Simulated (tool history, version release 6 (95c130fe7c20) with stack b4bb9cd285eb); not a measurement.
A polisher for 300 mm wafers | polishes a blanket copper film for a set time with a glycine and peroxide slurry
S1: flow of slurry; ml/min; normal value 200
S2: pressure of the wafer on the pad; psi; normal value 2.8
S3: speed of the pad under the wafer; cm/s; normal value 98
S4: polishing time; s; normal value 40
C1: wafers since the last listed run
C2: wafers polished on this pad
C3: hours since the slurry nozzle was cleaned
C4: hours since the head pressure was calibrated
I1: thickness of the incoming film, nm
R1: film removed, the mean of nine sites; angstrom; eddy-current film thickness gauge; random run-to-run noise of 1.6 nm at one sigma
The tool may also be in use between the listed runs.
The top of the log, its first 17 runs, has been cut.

run,hour,S1,S2,S3,S4,C1,C2,C3,C4,I1,R1
18,223.7,200,2.8,98,40,105,504,495.6,312.9,1602.4,2068
19,234.8,145,1.9,86,49,65,570,506.7,324.0,1595.4,1699
20,245.3,200,2.8,98,40,62,632,517.2,334.5,1634.2,2062
# hour 255.8: worn pad replaced by a new one
21,256.3,140,2.2,128,52,41,3,528.2,345.5,1604.6,2576
22,268.2,150,3.6,126,50,70,73,540.1,357.4,1612.8,3646
23,283.2,235,3.7,120,35,88,162,555.1,372.4,1623.2,2679
24,318.1,200,2.8,98,40,206,368,590.0,407.3,1621.6,2085
25,327.4,160,2.8,98,40,55,423,599.3,416.6,1633.0,1987
26,340.8,235,2.8,98,40,79,503,612.7,430.0,1615.5,2154
# hour 349.8: worn pad replaced by a new one
27,351.1,170,3.2,98,40,37,7,623.0,440.3,1598.2,2237
28,363.4,145,2.8,118,40,72,80,635.3,452.6,1602.5,2249
# hour 370.4: head pressure recalibrated
# hour 374.9: slurry nozzle cleaned
29,380.5,180,2.8,98,31,83,163,5.6,10.1,1616.4,1674
30,387.9,220,2.8,68,40,43,207,13.0,17.5,1631.5,1757
31,402.2,200,1.9,98,40,84,292,27.3,31.8,1638.0,1655
# hour 441.3: worn pad replaced by a new one
32,449.1,200,2.8,98,40,253,46,74.2,78.7,1602.7,2138
33,474.9,200,2.8,98,40,152,198,100.0,104.5,1619.9,2131
34,491.4,235,2.3,70,40,97,296,116.5,121.0,1632.4,1528
35,503.2,225,3.6,120,29,69,366,128.3,132.8,1575.1,2188
36,516.5,200,2.8,118,40,78,444,141.6,146.1,1604.9,2437

What if the next run were any one of these 3? Each begins from the tool's condition after run 36:
A,516.9,200,2.8,98,40,2,447,142.0,146.5,1603.0,?
B,516.9,200,2.8,78,40,2,447,142.0,146.5,1603.0,?
C,516.9,200,2.8,122,53,2,447,142.0,146.5,1603.0,?

run,R1
A,2141
B,1840
C,3314
The same runs, with their run-to-run variation unchanged, on a tool lacking any hidden condition would have given:
run,R1
A,2201
B,1892
C,3407
